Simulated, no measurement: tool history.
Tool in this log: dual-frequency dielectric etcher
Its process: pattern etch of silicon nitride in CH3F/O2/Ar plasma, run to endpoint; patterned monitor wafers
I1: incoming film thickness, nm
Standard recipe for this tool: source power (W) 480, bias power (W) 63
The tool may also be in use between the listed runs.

Run 1, hour 0.0: usual settings; I1 52.1. Result: endpoint time (s) 70.3.
At hour 25.8: wet clean of the chamber.
Run 2, hour 56.3: usual settings; I1 53.0. Result: endpoint time (s) 75.7.
Run 3, hour 155.4: usual settings; I1 52.6. Result: endpoint time (s) 74.4.
Run 4, hour 251.7: usual settings; I1 52.7. Result: endpoint time (s) 74.1.
Run 5, hour 357.8: usual settings; I1 53.2. Result: endpoint time (s) 74.0.
Run 6, hour 403.7: usual settings; I1 53.1. Result: endpoint time (s) 72.8.
At hour 488.9: wet clean of the chamber.
Run 7, hour 494.7: usual settings; I1 52.5. Result: endpoint time (s) 75.1.
Run 8, hour 539.6: usual settings; I1 52.9. Result: endpoint time (s) 75.1.
Run 9, hour 591.4: usual settings; I1 53.1. Result: endpoint time (s) 75.2.
Run 10, hour 684.0: usual settings; I1 53.0. Result: endpoint time (s) 74.1.
Run 11, hour 754.9: usual settings; I1 52.6. Result: endpoint time (s) 73.0.
Run 12, hour 816.9: usual settings; I1 52.9. Result: endpoint time (s) 73.2.
Run 13, hour 868.9: usual settings; I1 52.7. Result: endpoint time (s) 72.4.
Run 14, hour 912.7: usual settings but source power (W) 420, bias power (W) 75; I1 52.4. Result: endpoint time (s) 72.7.
At hour 1037.5: wet clean of the chamber.
Run 15, hour 1038.0: usual settings but source power (W) 420, bias power (W) 75; I1 52.8. Result: endpoint time (s) 77.4.
Run 16, hour 1063.2: usual settings; I1 52.9. Result: endpoint time (s) 76.1.
At hour 1118.9: upper electrode replaced.
Run 17, hour 1119.4: usual settings but source power (W) 420, bias power (W) 59; I1 52.4. Result: endpoint time (s) 79.6.
Run 18, hour 1158.5: usual settings; I1 52.8. Result: endpoint time (s) 75.1.
Run 19, hour 1201.4: usual settings but source power (W) 550, bias power (W) 52; I1 52.7. Result: endpoint time (s) 72.8.
Run 20, hour 1242.9: usual settings; I1 52.5. Result: endpoint time (s) 73.8.
Run 21, hour 1332.4: usual settings but source power (W) 590, bias power (W) 78; I1 52.8. Result: endpoint time (s) 65.1.
Run 22, hour 1374.6: usual settings but source power (W) 550, bias power (W) 52; I1 52.6. Result: endpoint time (s) 70.6.
At hour 1419.8: source power generator calibrated.
Run 23, hour 1479.6: usual settings; I1 52.9. Result: endpoint time (s) 72.5.
At hour 1508.7: bias power generator calibrated.
At hour 1521.9: wet clean of the chamber.
Run 24, hour 1586.2: usual settings but source power (W) 530, bias power (W) 57; I1 53.2. Result: endpoint time (s) 74.0.
Run 25, hour 1686.5: usual settings but source power (W) 410, bias power (W) 52; I1 52.8. Result: endpoint time (s) 81.8.
Run 26, hour 1723.5: usual settings but source power (W) 390; I1 52.4. Result: endpoint time (s) 79.3.
Run 27, hour 1771.3: usual settings but source power (W) 410; I1 53.0. Result: endpoint time (s) 78.4.
Run 28, hour 1835.8: usual settings but source power (W) 420; I1 52.6. Result: endpoint time (s) 76.2.
Run 29, hour 1930.3: usual settings but source power (W) 520, bias power (W) 70; I1 52.2. Result: endpoint time (s) 67.7.
At hour 1955.9: wet clean of the chamber.
Run 30, hour 2031.4: usual settings but source power (W) 530, bias power (W) 56; I1 52.3. Result: endpoint time (s) 73.4.
Run 31, hour 2091.0: usual settings but source power (W) 370; I1 52.9. Result: endpoint time (s) 82.7.
Run 32, hour 2176.1: usual settings but source power (W) 390, bias power (W) 75; I1 53.0. Result: endpoint time (s) 78.5.
Run 33, hour 2480.4: usual settings but bias power (W) 70; I1 52.4. Result: endpoint time (s) 70.5.

Alternative continuations, all from the tool just after run 33; predict every row:
Run A, hour 2480.8: usual settings but source power (W) 440; I1 52.7. Result: endpoint time (s) ?.
Run B, hour 2480.8: usual settings but bias power (W) 48; I1 52.7. Result: endpoint time (s) ?.
Run C, hour 2480.8: usual settings but source power (W) 550, bias power (W) 58; I1 52.7. Result: endpoint time (s) ?.

run  endpoint time (s)
  A               74.6
  B               75.3
  C               69.3
With no hidden state in the tool, these same runs would have given:
run  endpoint time (s)
  A               78.1
  B               78.8
  C               72.5
